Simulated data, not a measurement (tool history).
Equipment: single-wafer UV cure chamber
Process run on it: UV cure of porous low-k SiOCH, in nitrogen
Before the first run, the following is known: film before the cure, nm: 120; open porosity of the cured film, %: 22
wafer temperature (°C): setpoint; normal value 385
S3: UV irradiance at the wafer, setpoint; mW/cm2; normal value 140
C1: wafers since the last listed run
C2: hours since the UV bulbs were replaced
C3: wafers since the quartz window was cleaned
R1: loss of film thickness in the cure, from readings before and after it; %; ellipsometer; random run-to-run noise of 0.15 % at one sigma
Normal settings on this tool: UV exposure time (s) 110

Run 1, hour 0: usual settings; C1 0; C2 1902.7; C3 2228. Result: R1 9.881 %.
Run 2, hour 8.7: usual settings; C1 54; C2 1911.4; C3 2282. Result: R1 9.858 %.
Run 3, hour 24.9: usual settings but UV exposure time (s) 75; C1 101; C2 1927.6; C3 2384. Result: R1 8.203 %.
Run 4, hour 31.2: usual settings but wafer temperature (°C) 398, S3 120 mW/cm2; C1 39; C2 1933.9; C3 2423. Result: R1 9.678 %.
Run 5, hour 41.6: usual settings but wafer temperature (°C) 398, S3 120 mW/cm2; C1 64; C2 1944.3; C3 2488. Result: R1 9.411 %.
Run 6, hour 58.2: usual settings but wafer temperature (°C) 398, S3 120 mW/cm2; C1 103; C2 1960.9; C3 2592. Result: R1 9.276 %.
Run 7, hour 64.9: usual settings; C1 41; C2 1967.6; C3 2633. Result: R1 9.61 %.
Run 8, hour 108.9: usual settings; C1 274; C2 2011.6; C3 2908. Result: R1 10.017 %.
Run 9, hour 125.5: usual settings; C1 103; C2 2028.2; C3 3012. Result: R1 9.699 %.
Run 10, hour 140.3: usual settings; C1 92; C2 2043; C3 3104. Result: R1 9.728 %.
Run 11, hour 150.3: usual settings; C1 62; C2 2053; C3 3167. Result: R1 9.763 %.
Run 12, hour 167.8: usual settings; C1 109; C2 2070.5; C3 3276. Result: R1 9.646 %.
Run 13, hour 179.7: usual settings; C1 74; C2 2082.4; C3 3350. Result: R1 9.519 %.
Run 14, hour 194.4: usual settings; C1 91; C2 2097.1; C3 3442. Result: R1 9.659 %.
Run 15, hour 229.5: usual settings but wafer temperature (°C) 371; C1 219; C2 2132.2; C3 3661. Result: R1 9.616 %.
Run 16, hour 245.9: usual settings; C1 102; C2 2148.6; C3 3764. Result: R1 9.691 %.
Run 17, hour 261.8: usual settings but UV exposure time (s) 70; C1 99; C2 2164.5; C3 3863. Result: R1 7.842 %.
Run 18, hour 270.2: usual settings but UV exposure time (s) 70; C1 52; C2 2172.9; C3 3916. Result: R1 7.753 %.
Run 19, hour 284.6: usual settings but wafer temperature (°C) 397; C1 89; C2 2187.3; C3 4005. Result: R1 9.791 %.
Run 20, hour 297.9: usual settings but wafer temperature (°C) 366, UV exposure time (s) 150, S3 169 mW/cm2; C1 83; C2 2200.6; C3 4089. Result: R1 11.412 %.
Run 21, hour 310.1: usual settings but wafer temperature (°C) 403, UV exposure time (s) 85, S3 111 mW/cm2; C1 76; C2 2212.8; C3 4165. Result: R1 7.933 %.
Run 22, hour 318.1: usual settings but wafer temperature (°C) 377, UV exposure time (s) 80; C1 49; C2 2220.8; C3 4215. Result: R1 8.298 %.
Run 23, hour 335.3: usual settings but wafer temperature (°C) 397, UV exposure time (s) 160, S3 161 mW/cm2; C1 107; C2 2238; C3 4322. Result: R1 11.975 %.
Run 24, hour 347.3: usual settings but UV exposure time (s) 145, S3 168 mW/cm2; C1 74; C2 2250; C3 4397. Result: R1 11.981 %.
At hour 363.1: quartz window cleaned.
Run 25, hour 363.6: usual settings; C1 51; C2 2266.3; C3 3. Result: R1 10.759 %.
At hour 371.8: UV bulbs replaced.
Run 26, hour 375: usual settings but wafer temperature (°C) 392, S3 155 mW/cm2; C1 21; C2 3.2; C3 24. Result: R1 10.912 %.
Run 27, hour 392.3: usual settings but wafer temperature (°C) 374, S3 169 mW/cm2; C1 108; C2 20.5; C3 132. Result: R1 10.89 %.
Run 28, hour 407.8: usual settings but wafer temperature (°C) 404, UV exposure time (s) 75, S3 166 mW/cm2; C1 96; C2 36; C3 229. Result: R1 9.71 %.
Run 29, hour 421.1: usual settings; C1 83; C2 49.3; C3 312. Result: R1 10.423 %.
Run 30, hour 429.5: usual settings but wafer temperature (°C) 395; C1 52; C2 57.7; C3 364. Result: R1 10.577 %.
Run 31, hour 442: usual settings; C1 78; C2 70.2; C3 442. Result: R1 10.106 %.
Run 32, hour 455.3: usual settings but wafer temperature (°C) 372; C1 83; C2 83.5; C3 525. Result: R1 10.254 %.
Run 33, hour 466.8: usual settings but wafer temperature (°C) 400, UV exposure time (s) 65; C1 71; C2 95; C3 597. Result: R1 8.218 %.
Run 34, hour 476.6: usual settings but UV exposure time (s) 65, S3 173 mW/cm2; C1 61; C2 104.8; C3 658. Result: R1 8.652 %.
Run 35, hour 524.7: usual settings but wafer temperature (°C) 404, UV exposure time (s) 140, S3 128 mW/cm2; C1 300; C2 152.9; C3 959. Result: R1 10.901 %.
Run 36, hour 538.7: usual settings but wafer temperature (°C) 375, UV exposure time (s) 70, S3 111 mW/cm2; C1 87; C2 166.9; C3 1046. Result: R1 7.043 %.
Run 37, hour 549: usual settings but wafer temperature (°C) 402, UV exposure time (s) 80, S3 157 mW/cm2; C1 64; C2 177.2; C3 1111. Result: R1 9.168 %.
Run 38, hour 556: usual settings but wafer temperature (°C) 374, UV exposure time (s) 95, S3 113 mW/cm2; C1 43; C2 184.2; C3 1154. Result: R1 8.427 %.

Some steps in R1 between neighbouring runs. How much of each would the tool show without its hidden state too (settings, what came in, random variation), and how much is left for the hidden state, with any gauge scatter that isn't in both results?
The tool's hidden condition here consists of: lamp output below its setpoint, %; transmission lost against a clean window, %.
Run 20 -> 21: wafer temperature (°C) 366 -> 403, UV exposure time (s) 150 -> 85, S3 169 -> 111. R1 -3.479 %: hidden state +0.072, all else -3.551.
Run 22 -> 23: wafer temperature (°C) 377 -> 397, UV exposure time (s) 80 -> 160, S3 140 -> 161. R1 +3.677 %: hidden state -0.075, all else +3.752.
Run 24 -> 25: UV exposure time (s) 145 -> 110, S3 168 -> 140, quartz window cleaned. R1 -1.222 %: hidden state +1.004, all else -2.226.
Run 34 -> 35: wafer temperature (°C) 385 -> 404, UV exposure time (s) 65 -> 140, S3 173 -> 128. R1 +2.249 %: hidden state -0.142, all else +2.391.
Run 35 -> 36: wafer temperature (°C) 404 -> 375, UV exposure time (s) 140 -> 70, S3 128 -> 111. R1 -3.858 %: hidden state +0.018, all else -3.876.
